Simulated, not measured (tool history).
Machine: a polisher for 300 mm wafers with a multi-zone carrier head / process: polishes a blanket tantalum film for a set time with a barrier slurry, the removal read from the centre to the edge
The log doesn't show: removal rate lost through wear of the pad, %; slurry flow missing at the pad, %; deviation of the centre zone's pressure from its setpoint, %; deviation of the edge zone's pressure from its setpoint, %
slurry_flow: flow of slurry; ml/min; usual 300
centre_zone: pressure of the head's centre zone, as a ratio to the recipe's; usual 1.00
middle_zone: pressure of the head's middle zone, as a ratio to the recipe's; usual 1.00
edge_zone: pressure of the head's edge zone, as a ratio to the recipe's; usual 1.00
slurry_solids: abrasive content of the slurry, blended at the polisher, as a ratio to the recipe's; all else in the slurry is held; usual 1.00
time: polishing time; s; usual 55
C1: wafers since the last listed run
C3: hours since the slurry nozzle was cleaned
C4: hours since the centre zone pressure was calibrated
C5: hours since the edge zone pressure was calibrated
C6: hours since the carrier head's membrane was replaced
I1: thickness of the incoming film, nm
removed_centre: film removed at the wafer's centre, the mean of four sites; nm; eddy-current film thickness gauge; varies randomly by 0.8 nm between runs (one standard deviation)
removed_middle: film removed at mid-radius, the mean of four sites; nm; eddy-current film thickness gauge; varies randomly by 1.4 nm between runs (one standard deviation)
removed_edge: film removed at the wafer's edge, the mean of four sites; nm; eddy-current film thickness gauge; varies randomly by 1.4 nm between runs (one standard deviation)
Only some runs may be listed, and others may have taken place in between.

Run 1, day 0.000: usual settings; C1 0; wafers polished on this pad 1010; C3 329.2; C4 1304.9; C5 1316.2; C6 1022.2; I1 335.3. Result: removed_centre 83.3 nm, removed_middle 92.6 nm, removed_edge 96.8 nm.
Run 2, day 0.958: usual settings; C1 280; wafers polished on this pad 1291; C3 352.2; C4 1327.9; C5 1339.2; C6 1045.2; I1 330.7. Result: removed_centre 81.7 nm, removed_middle 92.8 nm, removed_edge 96.0 nm.
At day 2.062: worn pad replaced by a new one.
Run 3, day 2.179: usual settings; C1 309; wafers polished on this pad 33; C3 381.5; C4 1357.2; C5 1368.5; C6 1074.5; I1 330.5. Result: removed_centre 83.8 nm, removed_middle 94.5 nm, removed_edge 94.1 nm.
Run 4, day 2.988: usual settings; C1 236; wafers polished on this pad 270; C3 400.9; C4 1376.6; C5 1387.9; C6 1093.9; I1 331.5. Result: removed_centre 83.5 nm, removed_middle 94.8 nm, removed_edge 99.7 nm.
Run 5, day 3.696: usual settings; C1 207; wafers polished on this pad 478; C3 417.9; C4 1393.6; C5 1404.9; C6 1110.9; I1 333.2. Result: removed_centre 81.5 nm, removed_middle 93.3 nm, removed_edge 100.1 nm.
At day 4.304: edge zone pressure recalibrated.
Run 6, day 4.838: usual settings; C1 310; wafers polished on this pad 788; C3 445.3; C4 1421.0; C5 12.8; C6 1138.3; I1 329.4. Result: removed_centre 82.1 nm, removed_middle 93.7 nm, removed_edge 96.0 nm.
At day 5.796: slurry nozzle cleaned.
Run 7, day 5.912: usual settings but slurry_flow 380 ml/min, slurry_solids 0.90; C1 302; wafers polished on this pad 1091; C3 2.8; C4 1446.8; C5 38.6; C6 1164.1; I1 326.8. Result: removed_centre 80.0 nm, removed_middle 92.6 nm, removed_edge 94.7 nm.
Run 8, day 7.350: usual settings but time 74 s; C1 421; wafers polished on this pad 1512; C3 37.3; C4 1481.3; C5 73.1; C6 1198.6; I1 323.9. Result: removed_centre 106.5 nm, removed_middle 122.6 nm, removed_edge 121.9 nm.
At day 8.225: worn pad replaced by a new one.
Run 9, day 8.467: usual settings but time 67 s; C1 278; wafers polished on this pad 71; C3 64.1; C4 1508.1; C5 99.9; C6 1225.4; I1 326.4. Result: removed_centre 99.4 nm, removed_middle 114.0 nm, removed_edge 117.8 nm.
Run 10, day 9.162: usual settings but slurry_flow 335 ml/min, slurry_solids 0.80; C1 203; wafers polished on this pad 275; C3 80.8; C4 1524.8; C5 116.6; C6 1242.1; I1 322.6. Result: removed_centre 76.6 nm, removed_middle 88.4 nm, removed_edge 90.9 nm.
At day 11.483: centre zone pressure recalibrated.
Run 11, day 12.504: usual settings but time 69 s; C1 955; wafers polished on this pad 1230; C3 161.0; C4 24.5; C5 196.8; C6 1322.3; I1 323.3. Result: removed_centre 114.9 nm, removed_middle 115.8 nm, removed_edge 120.6 nm.
Run 12, day 13.071: usual settings but slurry_flow 265 ml/min, middle_zone 0.88, slurry_solids 1.25; C1 166; wafers polished on this pad 1396; C3 174.6; C4 38.1; C5 210.4; C6 1335.9; I1 330.3. Result: removed_centre 94.6 nm, removed_middle 86.2 nm, removed_edge 101.4 nm.
At day 13.417: worn pad replaced by a new one.
Run 13, day 14.246: usual settings but middle_zone 0.92, edge_zone 1.08; C1 295; wafers polished on this pad 242; C3 202.8; C4 66.3; C5 238.6; C6 1364.1; I1 330.0. Result: removed_centre 94.8 nm, removed_middle 87.2 nm, removed_edge 102.9 nm.
At day 14.612: carrier head's membrane replaced by a new one.
Run 14, day 15.129: usual settings but centre_zone 0.88, edge_zone 1.07, slurry_solids 0.75; C1 197; wafers polished on this pad 440; C3 224.0; C4 87.5; C5 259.8; C6 12.4; I1 331.3. Result: removed_centre 76.3 nm, removed_middle 86.0 nm, removed_edge 92.8 nm.
Run 15, day 16.554: usual settings but slurry_flow 240 ml/min, centre_zone 0.96, edge_zone 1.04, time 61 s; C1 417; wafers polished on this pad 858; C3 258.2; C4 121.7; C5 294.0; C6 46.6; I1 330.6. Result: removed_centre 95.7 nm, removed_middle 101.1 nm, removed_edge 108.0 nm.
Run 16, day 17.579: usual settings; C1 300; wafers polished on this pad 1158; C3 282.8; C4 146.3; C5 318.6; C6 71.2; I1 326.5. Result: removed_centre 92.6 nm, removed_middle 92.0 nm, removed_edge 95.7 nm.
Run 17, day 18.892: usual settings; C1 384; wafers polished on this pad 1543; C3 314.3; C4 177.8; C5 350.1; C6 102.7; I1 329.6. Result: removed_centre 91.4 nm, removed_middle 90.7 nm, removed_edge 94.4 nm.
At day 20.025: worn pad replaced by a new one.
Run 18, day 20.046: usual settings; C1 289; wafers polished on this pad 5; C3 342.0; C4 205.5; C5 377.8; C6 130.4; I1 327.6. Result: removed_centre 94.7 nm, removed_middle 94.3 nm, removed_edge 97.8 nm.
Run 19, day 21.254: usual settings but time 70 s; C1 354; wafers polished on this pad 360; C3 371.0; C4 234.5; C5 406.8; C6 159.4; I1 333.0. Result: removed_centre 123.0 nm, removed_middle 120.8 nm, removed_edge 123.4 nm.
Run 20, day 22.271: usual settings but edge_zone 0.97; C1 298; wafers polished on this pad 658; C3 395.4; C4 258.9; C5 431.2; C6 183.8; I1 330.3. Result: removed_centre 93.2 nm, removed_middle 95.1 nm, removed_edge 94.4 nm.

Exercise: give the hidden state of the tool at every run:
slurry flow missing at the pad, %: 0, the same for each run
deviation of the edge zone's pressure from its setpoint, %: 0, the same for each run
H1: removal rate lost through wear of the pad, %
H2: deviation of the centre zone's pressure from its setpoint, %
run      H1         H2
  1    1.95      -11.2
  2    2.96      -11.6
  3  0.0413        -12
  4   0.154      -12.4
  5   0.397      -12.6
  6    1.07      -13.1
  7    2.03      -13.5
  8    3.79      -14.1
  9  0.0378      -14.6
 10   0.148      -14.9
 11    2.49     0.0846
 12    3.19     0.0795
 13   0.547     0.0619
 14   0.848     0.0425
 15    1.78  -0.000286
 16    2.78    -0.0397
 17    4.48     -0.101
 18    0.11     -0.164
 19   0.313      -0.24
 20   0.787     -0.312

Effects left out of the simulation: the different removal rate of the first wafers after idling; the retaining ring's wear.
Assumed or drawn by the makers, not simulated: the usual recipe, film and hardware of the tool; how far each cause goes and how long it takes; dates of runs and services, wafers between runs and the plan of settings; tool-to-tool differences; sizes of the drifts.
